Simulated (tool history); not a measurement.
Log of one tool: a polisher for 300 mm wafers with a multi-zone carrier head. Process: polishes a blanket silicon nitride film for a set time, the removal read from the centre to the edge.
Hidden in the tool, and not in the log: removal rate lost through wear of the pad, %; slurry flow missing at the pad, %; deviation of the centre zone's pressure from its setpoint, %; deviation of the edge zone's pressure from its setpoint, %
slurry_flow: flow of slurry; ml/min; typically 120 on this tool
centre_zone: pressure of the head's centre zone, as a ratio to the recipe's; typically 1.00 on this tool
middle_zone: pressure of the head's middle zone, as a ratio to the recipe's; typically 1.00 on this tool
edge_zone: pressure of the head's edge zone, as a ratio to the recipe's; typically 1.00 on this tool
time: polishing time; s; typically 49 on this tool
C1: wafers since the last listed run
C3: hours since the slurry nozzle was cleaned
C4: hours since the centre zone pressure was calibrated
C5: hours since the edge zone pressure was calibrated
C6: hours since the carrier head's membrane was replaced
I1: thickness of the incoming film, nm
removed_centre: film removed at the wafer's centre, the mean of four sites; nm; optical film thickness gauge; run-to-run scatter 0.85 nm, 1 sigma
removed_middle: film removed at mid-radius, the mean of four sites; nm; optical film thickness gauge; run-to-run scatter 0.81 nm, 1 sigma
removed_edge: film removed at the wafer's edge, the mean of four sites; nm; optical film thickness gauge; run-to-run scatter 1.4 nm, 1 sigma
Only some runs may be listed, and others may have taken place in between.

run 1 hour=0.0 | slurry_flow=120 centre_zone=0.95 middle_zone=1.08 edge_zone=1.00 time=49 | C1=0 wafers_polished_on_this_pad=233 C3=175.9 C4=794.0 C5=202.6 C6=421.4 | I1=932.5 | removed_centre=99.6 removed_middle=111.3 removed_edge=99.0
run 2 hour=53.9 | slurry_flow=120 centre_zone=0.95 middle_zone=1.08 edge_zone=1.00 time=49 | C1=632 wafers_polished_on_this_pad=866 C3=229.8 C4=847.9 C5=256.5 C6=475.3 | I1=946.0 | removed_centre=99.3 removed_middle=110.5 removed_edge=101.3
run 3 hour=81.4 | slurry_flow=120 centre_zone=1.00 middle_zone=1.00 edge_zone=1.00 time=49 | C1=322 wafers_polished_on_this_pad=1189 C3=257.3 C4=875.4 C5=284.0 C6=502.8 | I1=950.6 | removed_centre=104.2 removed_middle=104.2 removed_edge=101.7
run 4 hour=107.1 | slurry_flow=120 centre_zone=1.00 middle_zone=1.00 edge_zone=1.00 time=49 | C1=301 wafers_polished_on_this_pad=1490 C3=283.0 C4=901.1 C5=309.7 C6=528.5 | I1=942.7 | removed_centre=104.1 removed_middle=104.2 removed_edge=103.2
run 5 hour=146.6 | slurry_flow=120 centre_zone=1.09 middle_zone=1.00 edge_zone=0.94 time=49 | C1=463 wafers_polished_on_this_pad=1954 C3=322.5 C4=940.6 C5=349.2 C6=568.0 | I1=930.1 | removed_centre=110.3 removed_middle=102.8 removed_edge=96.3
-- hour=212.7 worn pad replaced by a new one
run 6 hour=213.2 | slurry_flow=120 centre_zone=1.09 middle_zone=1.00 edge_zone=0.94 time=49 | C1=734 wafers_polished_on_this_pad=5 C3=389.1 C4=1007.2 C5=415.8 C6=634.6 | I1=944.1 | removed_centre=115.2 removed_middle=104.4 removed_edge=98.5
run 7 hour=269.7 | slurry_flow=120 centre_zone=0.93 middle_zone=1.00 edge_zone=1.00 time=49 | C1=663 wafers_polished_on_this_pad=668 C3=445.6 C4=1063.7 C5=472.3 C6=691.1 | I1=956.4 | removed_centre=98.2 removed_middle=105.6 removed_edge=100.7
run 8 hour=322.4 | slurry_flow=120 centre_zone=1.00 middle_zone=1.00 edge_zone=1.00 time=49 | C1=618 wafers_polished_on_this_pad=1287 C3=498.3 C4=1116.4 C5=525.0 C6=743.8 | I1=952.8 | removed_centre=105.3 removed_middle=103.3 removed_edge=100.8
run 9 hour=371.3 | slurry_flow=120 centre_zone=1.00 middle_zone=1.00 edge_zone=1.00 time=49 | C1=574 wafers_polished_on_this_pad=1861 C3=547.2 C4=1165.3 C5=573.9 C6=792.7 | I1=936.4 | removed_centre=104.0 removed_middle=101.9 removed_edge=98.4
run 10 hour=401.1 | slurry_flow=120 centre_zone=1.00 middle_zone=1.08 edge_zone=1.00 time=49 | C1=349 wafers_polished_on_this_pad=2211 C3=577.0 C4=1195.1 C5=603.7 C6=822.5 | I1=959.7 | removed_centre=101.6 removed_middle=108.7 removed_edge=99.0
-- hour=424.3 worn pad replaced by a new one
-- hour=434.8 edge zone pressure recalibrated
run 11 hour=437.4 | slurry_flow=120 centre_zone=1.00 middle_zone=1.00 edge_zone=1.00 time=49 | C1=355 wafers_polished_on_this_pad=129 C3=613.3 C4=1231.4 C5=2.6 C6=858.8 | I1=936.1 | removed_centre=106.5 removed_middle=103.6 removed_edge=102.8
run 12 hour=490.1 | slurry_flow=135 centre_zone=1.00 middle_zone=1.00 edge_zone=0.89 time=49 | C1=618 wafers_polished_on_this_pad=748 C3=666.0 C4=1284.1 C5=55.3 C6=911.5 | I1=946.0 | removed_centre=106.4 removed_middle=105.8 removed_edge=97.0
run 13 hour=514.8 | slurry_flow=135 centre_zone=1.00 middle_zone=1.04 edge_zone=0.90 time=49 | C1=290 wafers_polished_on_this_pad=1038 C3=690.7 C4=1308.8 C5=80.0 C6=936.2 | I1=930.4 | removed_centre=105.9 removed_middle=107.9 removed_edge=97.7
-- hour=550.4 centre zone pressure recalibrated
run 14 hour=568.4 | slurry_flow=120 centre_zone=1.00 middle_zone=1.00 edge_zone=1.00 time=49 | C1=605 wafers_polished_on_this_pad=1644 C3=744.3 C4=18.0 C5=133.6 C6=989.8 | I1=939.1 | removed_centre=103.5 removed_middle=102.2 removed_edge=99.2
-- hour=580.0 slurry nozzle cleaned
run 15 hour=619.1 | slurry_flow=85 centre_zone=1.06 middle_zone=0.91 edge_zone=1.00 time=37 | C1=583 wafers_polished_on_this_pad=2228 C3=39.1 C4=68.7 C5=184.3 C6=1040.5 | I1=927.4 | removed_centre=76.5 removed_middle=67.4 removed_edge=70.6
-- hour=636.9 worn pad replaced by a new one
run 16 hour=647.2 | slurry_flow=135 centre_zone=1.00 middle_zone=1.00 edge_zone=1.00 time=49 | C1=282 wafers_polished_on_this_pad=120 C3=67.2 C4=96.8 C5=212.4 C6=1068.6 | I1=938.0 | removed_centre=109.2 removed_middle=106.3 removed_edge=103.6
run 17 hour=675.2 | slurry_flow=110 centre_zone=1.00 middle_zone=1.00 edge_zone=0.91 time=49 | C1=328 wafers_polished_on_this_pad=449 C3=95.2 C4=124.8 C5=240.4 C6=1096.6 | I1=955.2 | removed_centre=104.0 removed_middle=102.6 removed_edge=95.7
run 18 hour=733.3 | slurry_flow=135 centre_zone=1.00 middle_zone=1.07 edge_zone=1.10 time=62 | C1=682 wafers_polished_on_this_pad=1131 C3=153.3 C4=182.9 C5=298.5 C6=1154.7 | I1=932.5 | removed_centre=133.1 removed_middle=140.0 removed_edge=139.6
run 19 hour=800.8 | slurry_flow=120 centre_zone=0.91 middle_zone=1.00 edge_zone=1.00 time=49 | C1=792 wafers_polished_on_this_pad=1924 C3=220.8 C4=250.4 C5=366.0 C6=1222.2 | I1=934.9 | removed_centre=92.1 removed_middle=101.8 removed_edge=98.4
-- hour=809.6 carrier head's membrane replaced by a new one
run 20 hour=853.7 | slurry_flow=135 centre_zone=1.00 middle_zone=1.04 edge_zone=0.90 time=49 | C1=562 wafers_polished_on_this_pad=2486 C3=273.7 C4=303.3 C5=418.9 C6=44.1 | I1=945.3 | removed_centre=102.3 removed_middle=104.3 removed_edge=95.3
-- hour=882.4 worn pad replaced by a new one
run 21 hour=1048.2 | slurry_flow=120 centre_zone=1.00 middle_zone=1.00 edge_zone=1.00 time=49 | C1=2236 wafers_polished_on_this_pad=1947 C3=468.2 C4=497.8 C5=613.4 C6=238.6 | I1=931.7 | removed_centre=102.5 removed_middle=102.3 removed_edge=98.8

Alternative continuations, all from the tool just after run 21; predict every row:
run A hour=1048.6 | slurry_flow=120 centre_zone=1.00 middle_zone=1.00 edge_zone=1.00 time=49 | C1=4 wafers_polished_on_this_pad=1951 C3=468.6 C4=498.2 C5=613.8 C6=239.0 | I1=938.7 | removed_centre=? removed_middle=? removed_edge=?
run B hour=1048.6 | slurry_flow=120 centre_zone=1.00 middle_zone=1.00 edge_zone=1.05 time=49 | C1=4 wafers_polished_on_this_pad=1951 C3=468.6 C4=498.2 C5=613.8 C6=239.0 | I1=938.7 | removed_centre=? removed_middle=? removed_edge=?
run C hour=1048.6 | slurry_flow=80 centre_zone=0.90 middle_zone=1.04 edge_zone=1.10 time=49 | C1=4 wafers_polished_on_this_pad=1951 C3=468.6 C4=498.2 C5=613.8 C6=239.0 | I1=938.7 | removed_centre=? removed_middle=? removed_edge=?
run D hour=1048.6 | slurry_flow=150 centre_zone=1.03 middle_zone=1.00 edge_zone=1.00 time=49 | C1=4 wafers_polished_on_this_pad=1951 C3=468.6 C4=498.2 C5=613.8 C6=239.0 | I1=938.7 | removed_centre=? removed_middle=? removed_edge=?
run E hour=1048.6 | slurry_flow=120 centre_zone=1.00 middle_zone=1.00 edge_zone=0.91 time=55 | C1=4 wafers_polished_on_this_pad=1951 C3=468.6 C4=498.2 C5=613.8 C6=239.0 | I1=938.7 | removed_centre=? removed_middle=? removed_edge=?

run=A removed_centre=100.5 removed_middle=100.8 removed_edge=98.5
run=B removed_centre=100.5 removed_middle=100.7 removed_edge=100.7
run=C removed_centre=84.5 removed_middle=98.3 removed_edge=98.8
run=D removed_centre=107.2 removed_middle=103.9 removed_edge=100.7
run=E removed_centre=112.8 removed_middle=113.1 removed_edge=106.2
What these runs would have given with no unlogged condition in the tool:
run=A removed_centre=104.5 removed_middle=104.8 removed_edge=102.5
run=B removed_centre=104.5 removed_middle=104.8 removed_edge=104.7
run=C removed_centre=87.8 removed_middle=102.2 removed_edge=102.7
run=D removed_centre=111.5 removed_middle=108.0 removed_edge=104.7
run=E removed_centre=117.2 removed_middle=117.6 removed_edge=110.4

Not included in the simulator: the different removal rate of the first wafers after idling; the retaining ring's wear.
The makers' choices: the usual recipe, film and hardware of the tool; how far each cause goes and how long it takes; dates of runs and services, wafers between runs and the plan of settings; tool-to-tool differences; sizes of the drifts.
